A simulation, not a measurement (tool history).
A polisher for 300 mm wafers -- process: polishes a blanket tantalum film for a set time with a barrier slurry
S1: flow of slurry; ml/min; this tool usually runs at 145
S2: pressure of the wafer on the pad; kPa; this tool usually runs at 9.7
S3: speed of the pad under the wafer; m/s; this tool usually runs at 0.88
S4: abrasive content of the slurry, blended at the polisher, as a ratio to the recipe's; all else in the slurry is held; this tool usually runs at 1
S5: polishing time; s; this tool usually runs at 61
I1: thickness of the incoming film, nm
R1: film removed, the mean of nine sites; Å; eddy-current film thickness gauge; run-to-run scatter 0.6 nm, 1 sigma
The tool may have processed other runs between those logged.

run 1 hour=0 | S1=145 S2=9.7 S3=0.88 S4=1 S5=61 | I1=289.4 | R1=712
run 2 hour=16.4 | S1=145 S2=9.7 S3=0.88 S4=1 S5=61 | I1=286.6 | R1=712
-- hour=27.7 worn pad replaced by a new one
run 3 hour=28.2 | S1=145 S2=9.7 S3=0.88 S4=1 S5=61 | I1=289.6 | R1=715
run 4 hour=73.2 | S1=145 S2=9.7 S3=0.88 S4=1 S5=61 | I1=289.7 | R1=710
-- hour=100 worn pad replaced by a new one
-- hour=102.8 slurry blender recalibrated
run 5 hour=116.2 | S1=145 S2=9.7 S3=1.06 S4=1.1 S5=61 | I1=292.6 | R1=791
run 6 hour=125.5 | S1=145 S2=9.7 S3=1.06 S4=1.1 S5=61 | I1=290 | R1=807
-- hour=131.4 head pressure recalibrated
run 7 hour=132.4 | S1=145 S2=9.7 S3=0.88 S4=1 S5=61 | I1=294.9 | R1=650
-- hour=142.3 worn pad replaced by a new one, repeated, since the last time left the tool worse
run 8 hour=149.2 | S1=145 S2=9.7 S3=0.88 S4=1 S5=61 | I1=288.1 | R1=721
run 9 hour=163.6 | S1=145 S2=9.7 S3=0.88 S4=1 S5=61 | I1=291.1 | R1=718
run 10 hour=175.6 | S1=145 S2=9.7 S3=0.88 S4=1 S5=61 | I1=289 | R1=716
run 11 hour=192.8 | S1=145 S2=9.7 S3=0.88 S4=1 S5=61 | I1=294.2 | R1=697
run 12 hour=209.5 | S1=145 S2=9.7 S3=0.88 S4=1 S5=61 | I1=289.6 | R1=682

Estimate the outcome of run 13 from the log above:
-- hour=216.1 worn pad replaced by a new one
run 13 hour=217.4 | S1=110 S2=8.3 S3=1.06 S4=1 S5=61 | I1=292.8 | R1=?

R1: 725 Å
Were there no unlogged condition in the tool, this run, its random variation unchanged, would have produced R1 731 Å.

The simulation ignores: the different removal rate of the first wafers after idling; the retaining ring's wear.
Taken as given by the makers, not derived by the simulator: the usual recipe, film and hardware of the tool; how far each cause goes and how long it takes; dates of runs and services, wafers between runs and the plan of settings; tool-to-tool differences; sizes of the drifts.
